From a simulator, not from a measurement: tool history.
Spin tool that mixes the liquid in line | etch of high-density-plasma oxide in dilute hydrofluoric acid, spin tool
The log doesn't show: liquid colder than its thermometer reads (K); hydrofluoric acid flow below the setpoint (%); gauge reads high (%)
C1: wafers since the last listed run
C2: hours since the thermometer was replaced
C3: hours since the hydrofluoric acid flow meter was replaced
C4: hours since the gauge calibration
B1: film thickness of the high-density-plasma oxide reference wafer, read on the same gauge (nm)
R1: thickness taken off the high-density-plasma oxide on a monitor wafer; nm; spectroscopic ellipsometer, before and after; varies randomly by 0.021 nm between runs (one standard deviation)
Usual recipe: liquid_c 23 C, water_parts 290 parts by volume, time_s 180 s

run 1 day=0 | liquid_c=23 water_parts=290 time_s=180 | C1=0 C2=2835.1 C3=1023.9 C4=6 | B1=80.042 | R1=3.813
run 2 day=0.288 | liquid_c=23 water_parts=290 time_s=180 | C1=62 C2=2842 C3=1030.8 C4=12.9 | B1=80.063 | R1=3.758
run 3 day=0.767 | liquid_c=23 water_parts=290 time_s=180 | C1=104 C2=2853.5 C3=1042.3 C4=24.4 | B1=80.018 | R1=3.805
run 4 day=1.192 | liquid_c=23 water_parts=290 time_s=225 | C1=92 C2=2863.7 C3=1052.5 C4=34.6 | B1=79.987 | R1=4.742
run 5 day=1.779 | liquid_c=23 water_parts=290 time_s=180 | C1=128 C2=2877.8 C3=1066.6 C4=48.7 | B1=79.987 | R1=3.774
run 6 day=2.188 | liquid_c=23 water_parts=290 time_s=180 | C1=89 C2=2887.6 C3=1076.4 C4=58.5 | B1=79.997 | R1=3.748
run 7 day=2.688 | liquid_c=23 water_parts=290 time_s=180 | C1=109 C2=2899.6 C3=1088.4 C4=70.5 | B1=80.003 | R1=3.752
run 8 day=2.958 | liquid_c=23 water_parts=290 time_s=180 | C1=59 C2=2906.1 C3=1094.9 C4=77 | B1=79.961 | R1=3.753
run 9 day=3.7 | liquid_c=27.5 water_parts=235 time_s=180 | C1=162 C2=2923.9 C3=1112.7 C4=94.8 | B1=80.007 | R1=5.738
-- day=3.721 gauge calibrated
-- day=4.196 thermometer replaced
-- day=4.733 hydrofluoric acid flow meter replaced
run 10 day=4.754 | liquid_c=24.5 water_parts=290 time_s=285 | C1=212 C2=13.4 C3=0.5 C4=24.8 | B1=80.032 | R1=7.107
run 11 day=5.167 | liquid_c=23 water_parts=290 time_s=180 | C1=90 C2=23.3 C3=10.4 C4=34.7 | B1=80.008 | R1=4.324
run 12 day=5.554 | liquid_c=23 water_parts=290 time_s=225 | C1=84 C2=32.6 C3=19.7 C4=44 | B1=80.03 | R1=5.342

Predict the results of run 13:
run 13 day=5.879 | liquid_c=23 water_parts=185 time_s=180 | C1=71 C2=40.4 C3=27.5 C4=51.8 | B1=? | R1=?

Run 13 yielded B1 80.021, R1 7.473 nm.
Without the tool's hidden state the same run would have given R1 7.667 nm.

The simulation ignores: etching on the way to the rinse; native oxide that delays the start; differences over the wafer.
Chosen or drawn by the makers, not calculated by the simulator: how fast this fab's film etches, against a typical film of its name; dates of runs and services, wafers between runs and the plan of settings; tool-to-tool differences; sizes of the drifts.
